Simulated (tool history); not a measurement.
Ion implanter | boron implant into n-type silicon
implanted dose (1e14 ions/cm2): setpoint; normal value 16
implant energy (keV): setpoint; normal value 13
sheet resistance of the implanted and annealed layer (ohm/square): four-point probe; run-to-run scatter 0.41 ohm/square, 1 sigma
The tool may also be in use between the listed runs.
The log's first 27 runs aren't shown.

run,hour,implanted dose (1e14 ions/cm2),implant energy (keV),"read-back reference wafer on the same gauge, sheet resistance",sheet resistance of the implanted and annealed layer (ohm/square)
28,1258.2,14.05,16,79.13,89.12
# hour 1298.4: gauge calibrated
29,1312.7,16,13,79.15,87.64
30,1525.3,16,13,79.31,87.3
31,1572.4,18.27,10.5,79.15,89.38
32,1624.4,16,8.5,79.13,102.82
33,1673.1,13.43,15.5,79.13,90.69
34,1706.2,14.47,13,78.96,90.81
35,1772.7,16,13,79.09,86.56

Consider 4 possible next runs. They are alternatives, not a sequence: every one starts from the tool as it was left by run 35. What does each give?
A,1773.1,16,13,?,?
B,1773.1,19.45,13,?,?
C,1773.1,12.03,11.5,?,?
D,1773.1,16,9,?,?

run,"read-back reference wafer on the same gauge, sheet resistance",sheet resistance of the implanted and annealed layer (ohm/square)
A,79.22,86.41
B,79.22,79.51
C,79.22,104.68
D,79.22,100.25
With the hidden condition removed and each run's random variation left untouched, the same runs would have given:
run,sheet resistance of the implanted and annealed layer (ohm/square)
A,87.7
B,80.43
C,106.65
D,101.24
